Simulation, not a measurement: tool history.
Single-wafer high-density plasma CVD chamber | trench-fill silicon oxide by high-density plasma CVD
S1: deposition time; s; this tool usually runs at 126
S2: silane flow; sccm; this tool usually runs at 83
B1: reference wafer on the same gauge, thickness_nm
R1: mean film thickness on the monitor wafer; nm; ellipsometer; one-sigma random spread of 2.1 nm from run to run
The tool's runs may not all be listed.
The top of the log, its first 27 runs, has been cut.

| run | hour | S1 | S2 | B1 | R1 |
|---|---|---|---|---|---|
| 28 | 2279.1 | 149 | 100 | 792.763 | 1400.975 |
| 29 | 2330.2 | 126 | 83 | 792.967 | 977.396 |
| 30 | 2386.4 | 151 | 90 | 792.686 | 1279.927 |
| 31 | 2424.3 | 126 | 83 | 793.475 | 982.337 |
| 32 | 2497.6 | 113 | 93 | 793.162 | 988.331 |
|  | 2541.3 | gauge calibrated |
| 33 | 2542 | 150 | 83 | 793.101 | 1165.589 |
| 34 | 2617.6 | 126 | 83 | 792.961 | 982.251 |
| 35 | 2709 | 107 | 83 | 793.679 | 832.401 |
| 36 | 2747.7 | 117 | 99 | 792.695 | 1086.265 |
| 37 | 2828.8 | 115 | 76 | 792.19 | 820.652 |
| 38 | 2928.2 | 126 | 83 | 793.298 | 980.276 |
| 39 | 2984.1 | 112 | 70 | 793.21 | 738.358 |
| 40 | 3058.4 | 140 | 72 | 793.113 | 946.661 |
| 41 | 3165.1 | 126 | 83 | 793.481 | 983.52 |
| 42 | 3238.4 | 112 | 91 | 794.001 | 954.849 |
| 43 | 3313.2 | 126 | 83 | 793.173 | 984.44 |
| 44 | 3370.2 | 112 | 99 | 792.408 | 1040.574 |

Each row is a separate what-if for the run after 44, all from the same tool condition, not one after another. Results?
| A | 3370.6 | 145 | 83 | ? | ? |
| B | 3370.6 | 107 | 77 | ? | ? |
| C | 3370.6 | 116 | 88 | ? | ? |
| D | 3370.6 | 138 | 71 | ? | ? |
| E | 3370.6 | 102 | 69 | ? | ? |

| run | B1 | R1 |
|---|---|---|
| A | 793.355 | 1128.275 |
| B | 793.355 | 772.402 |
| C | 793.355 | 956.995 |
| D | 793.355 | 918.558 |
| E | 793.355 | 659.809 |
With no hidden state in the tool, these same runs would have given:
| run | R1 |
|---|---|
| A | 1128.275 |
| B | 772.402 |
| C | 956.995 |
| D | 918.558 |
| E | 659.809 |
